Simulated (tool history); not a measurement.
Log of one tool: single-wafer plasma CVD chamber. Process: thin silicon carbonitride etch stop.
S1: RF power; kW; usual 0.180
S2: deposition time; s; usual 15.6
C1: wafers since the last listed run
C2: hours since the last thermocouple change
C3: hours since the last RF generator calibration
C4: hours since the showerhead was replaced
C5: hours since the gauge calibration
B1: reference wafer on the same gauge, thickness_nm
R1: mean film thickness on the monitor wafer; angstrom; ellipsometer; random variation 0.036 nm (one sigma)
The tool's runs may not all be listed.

run	hour	S1	S2	C1	C2	C3	C4	C5	B1	R1
1	0.0	0.180	15.6	0	1268.0	412.7	2068.8	549.5	9.474	85.69
2	37.5	0.180	15.6	770	1305.5	450.2	2106.3	587.0	9.478	85.49
3	91.7	0.180	15.6	1113	1359.7	504.4	2160.5	641.2	9.463	85.41
4	146.3	0.180	15.6	1121	1414.3	559.0	2215.1	695.8	9.472	85.90
5	207.3	0.180	15.6	1253	1475.3	620.0	2276.1	756.8	9.463	85.22
6	266.2	0.200	15.6	1210	1534.2	678.9	2335.0	815.7	9.470	87.55
7	295.2	0.200	15.6	595	1563.2	707.9	2364.0	844.7	9.461	88.50
8	348.4	0.180	15.6	1093	1616.4	761.1	2417.2	897.9	9.469	84.76
9	387.7	0.180	15.6	807	1655.7	800.4	2456.5	937.2	9.468	84.76
10	449.7	0.165	13.9	1273	1717.7	862.4	2518.5	999.2	9.482	74.38
11	503.2	0.180	14.9	1099	1771.2	915.9	2572.0	1052.7	9.465	82.07
12	531.1	0.180	14.9	573	1799.1	943.8	2599.9	1080.6	9.472	81.41
13	568.6	0.180	15.6	770	1836.6	981.3	2637.4	1118.1	9.470	85.38
14	592.7	0.180	15.6	495	1860.7	1005.4	2661.5	1142.2	9.474	85.01
15	647.2	0.180	18.0	1119	1915.2	1059.9	2716.0	1196.7	9.468	98.32
16	679.5	0.180	18.0	663	1947.5	1092.2	2748.3	1229.0	9.472	98.68
17	729.7	0.180	18.0	1031	1997.7	1142.4	2798.5	1279.2	9.472	97.48
18	792.6	0.180	15.6	1292	2060.6	1205.3	2861.4	1342.1	9.466	85.02
19	820.4	0.205	17.6	571	2088.4	1233.1	2889.2	1369.9	9.463	99.67
20	888.8	0.160	17.4	1405	2156.8	1301.5	2957.6	1438.3	9.475	91.65
21	932.7	0.165	12.8	901	2200.7	1345.4	3001.5	1482.2	9.470	67.53
22	960.4	0.205	17.6	569	2228.4	1373.1	3029.2	1509.9	9.466	98.86
23	1008.0	0.215	16.5	977	2276.0	1420.7	3076.8	1557.5	9.461	94.20
24	1033.8	0.165	18.2	530	2301.8	1446.5	3102.6	1583.3	9.473	95.75
# hour 1064.8: showerhead replaced
25	1190.7	0.200	17.4	3059	2458.7	1603.4	125.9	1740.2	9.472	96.67
# hour 1239.9: RF generator calibrated
26	1240.4	0.180	12.9	856	2508.4	0.5	175.6	1789.9	9.463	70.43
27	1268.3	0.180	15.6	573	2536.3	28.4	203.5	1817.8	9.466	85.63
# hour 1384.5: thermocouple changed; heater temperature recalibrated
28	1423.9	0.180	13.6	3032	39.4	184.0	359.1	1973.4	9.477	74.55
29	1448.7	0.180	15.6	509	64.2	208.8	383.9	1998.2	9.472	86.00
30	1493.8	0.180	14.2	926	109.3	253.9	429.0	2043.3	9.472	78.24
# hour 1544.1: gauge calibrated
31	1544.3	0.180	15.6	1037	159.8	304.4	479.5	0.2	9.468	86.01

The next listed run, before its measurement:
32	1754.1	0.145	15.6	4310	369.6	514.2	689.3	210.0	?	?

Run 32 gave B1 9.472, R1 80.40 angstrom.
Without the tool's hidden state the same run would have given R1 80.89 angstrom.

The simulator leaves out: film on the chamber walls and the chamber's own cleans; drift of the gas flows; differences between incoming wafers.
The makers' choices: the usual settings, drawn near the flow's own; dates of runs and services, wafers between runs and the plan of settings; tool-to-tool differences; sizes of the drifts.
